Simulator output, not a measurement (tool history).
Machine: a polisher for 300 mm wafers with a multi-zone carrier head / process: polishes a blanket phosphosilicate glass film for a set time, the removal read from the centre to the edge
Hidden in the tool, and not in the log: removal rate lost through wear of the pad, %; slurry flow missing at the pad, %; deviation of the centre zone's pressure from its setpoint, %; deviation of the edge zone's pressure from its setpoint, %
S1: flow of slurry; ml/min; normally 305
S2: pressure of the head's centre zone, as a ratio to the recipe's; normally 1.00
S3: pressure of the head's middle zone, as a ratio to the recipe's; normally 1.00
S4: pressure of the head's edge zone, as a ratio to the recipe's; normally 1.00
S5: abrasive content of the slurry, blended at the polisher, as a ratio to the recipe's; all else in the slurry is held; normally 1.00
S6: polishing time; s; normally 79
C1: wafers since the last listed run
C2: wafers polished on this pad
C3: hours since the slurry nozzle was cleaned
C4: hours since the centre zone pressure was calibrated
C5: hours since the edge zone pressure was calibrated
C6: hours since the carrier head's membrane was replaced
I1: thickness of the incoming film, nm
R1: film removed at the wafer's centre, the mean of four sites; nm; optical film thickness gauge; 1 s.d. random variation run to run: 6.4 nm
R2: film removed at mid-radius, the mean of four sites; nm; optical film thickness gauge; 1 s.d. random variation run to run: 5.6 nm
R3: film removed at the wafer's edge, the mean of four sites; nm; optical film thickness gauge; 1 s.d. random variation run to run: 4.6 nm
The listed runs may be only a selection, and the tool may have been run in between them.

run 1 hour=0.0 | S1=305 S2=0.95 S3=1.00 S4=1.07 S5=1.00 S6=79 | C1=0 C2=1907 C3=87.8 C4=883.4 C5=469.2 C6=1198.8 | I1=4338.5 | R1=500.4 R2=547.3 R3=545.7
-- hour=18.2 worn pad replaced by a new one
run 2 hour=18.7 | S1=305 S2=1.00 S3=1.07 S4=1.00 S5=1.15 S6=79 | C1=196 C2=6 C3=106.5 C4=902.1 C5=487.9 C6=1217.5 | I1=4387.2 | R1=593.7 R2=628.0 R3=586.0
-- hour=61.1 centre zone pressure recalibrated
run 3 hour=81.1 | S1=305 S2=1.00 S3=0.92 S4=1.00 S5=1.00 S6=79 | C1=808 C2=814 C3=168.9 C4=20.0 C5=550.3 C6=1279.9 | I1=4367.8 | R1=521.9 R2=496.3 R3=538.7
run 4 hour=103.7 | S1=305 S2=1.00 S3=0.92 S4=1.00 S5=1.00 S6=79 | C1=302 C2=1117 C3=191.5 C4=42.6 C5=572.9 C6=1302.5 | I1=4408.2 | R1=515.8 R2=502.3 R3=530.2
run 5 hour=134.9 | S1=305 S2=1.00 S3=0.92 S4=1.00 S5=1.00 S6=79 | C1=417 C2=1534 C3=222.7 C4=73.8 C5=604.1 C6=1333.7 | I1=4398.5 | R1=529.2 R2=506.3 R3=532.4
run 6 hour=153.4 | S1=305 S2=1.00 S3=0.93 S4=1.00 S5=1.00 S6=79 | C1=247 C2=1781 C3=241.2 C4=92.3 C5=622.6 C6=1352.2 | I1=4398.6 | R1=530.7 R2=500.2 R3=523.8
-- hour=167.7 worn pad replaced by a new one
run 7 hour=181.5 | S1=305 S2=1.00 S3=0.93 S4=1.00 S5=1.00 S6=79 | C1=322 C2=185 C3=269.3 C4=120.4 C5=650.7 C6=1380.3 | I1=4394.7 | R1=517.8 R2=493.9 R3=522.2
run 8 hour=194.6 | S1=305 S2=1.03 S3=1.00 S4=1.00 S5=1.00 S6=58 | C1=175 C2=360 C3=282.4 C4=133.5 C5=663.8 C6=1393.4 | I1=4445.8 | R1=390.7 R2=393.1 R3=386.1
run 9 hour=220.8 | S1=405 S2=1.00 S3=1.00 S4=1.00 S5=1.00 S6=67 | C1=350 C2=710 C3=308.6 C4=159.7 C5=690.0 C6=1419.6 | I1=4352.7 | R1=456.3 R2=461.3 R3=458.9
run 10 hour=254.9 | S1=235 S2=1.00 S3=1.00 S4=1.00 S5=1.00 S6=79 | C1=456 C2=1167 C3=342.7 C4=193.8 C5=724.1 C6=1453.7 | I1=4402.9 | R1=496.3 R2=505.9 R3=515.9
-- hour=268.5 carrier head's membrane replaced by a new one
run 11 hour=289.9 | S1=305 S2=1.00 S3=0.92 S4=1.00 S5=1.00 S6=79 | C1=401 C2=1568 C3=377.7 C4=228.8 C5=759.1 C6=21.4 | I1=4364.5 | R1=506.9 R2=488.8 R3=526.9
-- hour=298.1 worn pad replaced by a new one
run 12 hour=322.6 | S1=270 S2=1.00 S3=1.00 S4=0.92 S5=1.00 S6=79 | C1=383 C2=328 C3=410.4 C4=261.5 C5=791.8 C6=54.1 | I1=4352.7 | R1=511.2 R2=519.3 R3=492.7
run 13 hour=342.2 | S1=305 S2=0.96 S3=1.00 S4=1.00 S5=1.00 S6=79 | C1=262 C2=590 C3=430.0 C4=281.1 C5=811.4 C6=73.7 | I1=4349.3 | R1=501.6 R2=531.8 R3=527.8
run 14 hour=363.3 | S1=305 S2=0.96 S3=1.00 S4=1.00 S5=1.00 S6=79 | C1=282 C2=872 C3=451.1 C4=302.2 C5=832.5 C6=94.8 | I1=4380.6 | R1=499.0 R2=523.3 R3=514.5
-- hour=365.0 slurry nozzle cleaned
-- hour=367.8 edge zone pressure recalibrated
run 15 hour=391.5 | S1=305 S2=0.96 S3=1.00 S4=0.89 S5=1.00 S6=61 | C1=337 C2=1209 C3=26.5 C4=330.4 C5=23.7 C6=123.0 | I1=4433.5 | R1=391.3 R2=411.7 R3=388.2
run 16 hour=435.0 | S1=305 S2=1.00 S3=1.00 S4=0.93 S5=0.80 S6=88 | C1=581 C2=1791 C3=70.0 C4=373.9 C5=67.2 C6=166.5 | I1=4366.6 | R1=474.6 R2=486.2 R3=465.7
run 17 hour=453.1 | S1=235 S2=1.00 S3=1.00 S4=1.00 S5=1.00 S6=79 | C1=242 C2=2034 C3=88.1 C4=392.0 C5=85.3 C6=184.6 | I1=4343.8 | R1=520.4 R2=537.6 R3=521.1
-- hour=459.1 worn pad replaced by a new one
run 18 hour=488.8 | S1=305 S2=1.00 S3=0.96 S4=1.00 S5=1.00 S6=79 | C1=424 C2=397 C3=123.8 C4=427.7 C5=121.0 C6=220.3 | I1=4348.2 | R1=520.2 R2=520.9 R3=527.4
run 19 hour=501.0 | S1=260 S2=1.00 S3=1.00 S4=1.04 S5=1.00 S6=58 | C1=163 C2=560 C3=136.0 C4=439.9 C5=133.2 C6=232.5 | I1=4402.3 | R1=387.1 R2=389.2 R3=393.8
run 20 hour=521.9 | S1=305 S2=1.00 S3=1.00 S4=1.00 S5=1.25 S6=55 | C1=279 C2=840 C3=156.9 C4=460.8 C5=154.1 C6=253.4 | I1=4402.2 | R1=416.8 R2=428.7 R3=431.3
run 21 hour=548.3 | S1=305 S2=1.00 S3=1.00 S4=0.91 S5=1.00 S6=79 | C1=353 C2=1193 C3=183.3 C4=487.2 C5=180.5 C6=279.8 | I1=4419.3 | R1=528.2 R2=530.0 R3=507.0
run 22 hour=560.8 | S1=305 S2=1.00 S3=0.90 S4=0.92 S5=1.00 S6=79 | C1=167 C2=1360 C3=195.8 C4=499.7 C5=193.0 C6=292.3 | I1=4410.7 | R1=527.3 R2=483.6 R3=508.9

What differs in the tool's unlogged condition from the final listed run ahead of each entry between runs to the first listed run following it?
After run 1, before run 2: worn pad replaced by a new one (hour 18.2)
  slurry flow missing at the pad, %: 8.74 -> 10.2
  measured value less the no-hidden-state value, R1: -4.1 -> -5.6 nm; R2: -4.0 -> -5.4 nm; R3: -3.0 -> -3.9 nm
After run 2, before run 3: centre zone pressure recalibrated (hour 61.1)
  slurry flow missing at the pad, %: 10.2 -> 15.1
  measured value less the no-hidden-state value, R1: -5.6 -> -7.8 nm; R2: -5.4 -> -6.7 nm; R3: -3.9 -> -5.6 nm
After run 6, before run 7: worn pad replaced by a new one (hour 167.7)
  slurry flow missing at the pad, %: 20.8 -> 23.1
  measured value less the no-hidden-state value, R1: -11.5 -> -12.6 nm; R2: -9.8 -> -10.9 nm; R3: -7.8 -> -8.8 nm
After run 10, before run 11: carrier head's membrane replaced by a new one (hour 268.5)
  slurry flow missing at the pad, %: 28.8 -> 31.6
  measured value less the no-hidden-state value, R1: -20.0 -> -18.7 nm; R2: -18.3 -> -16.4 nm; R3: -13.9 -> -13.2 nm
After run 11, before run 12: worn pad replaced by a new one (hour 298.1)
  slurry flow missing at the pad, %: 31.6 -> 34.2
  measured value less the no-hidden-state value, R1: -18.7 -> -23.2 nm; R2: -16.4 -> -21.2 nm; R3: -13.2 -> -15.1 nm
After run 14, before run 15: slurry nozzle cleaned (hour 365.0); edge zone pressure recalibrated (hour 367.8)
  slurry flow missing at the pad, %: 37.4 -> 4.48
  measured value less the no-hidden-state value, R1: -23.3 -> -1.5 nm; R2: -22.2 -> -1.5 nm; R3: -16.3 -> -1.1 nm
After run 17, before run 18: worn pad replaced by a new one (hour 459.1)
  slurry flow missing at the pad, %: 9.34 -> 12.2
  measured value less the no-hidden-state value, R1: -5.6 -> -6.0 nm; R2: -5.2 -> -5.5 nm; R3: -3.8 -> -4.2 nm
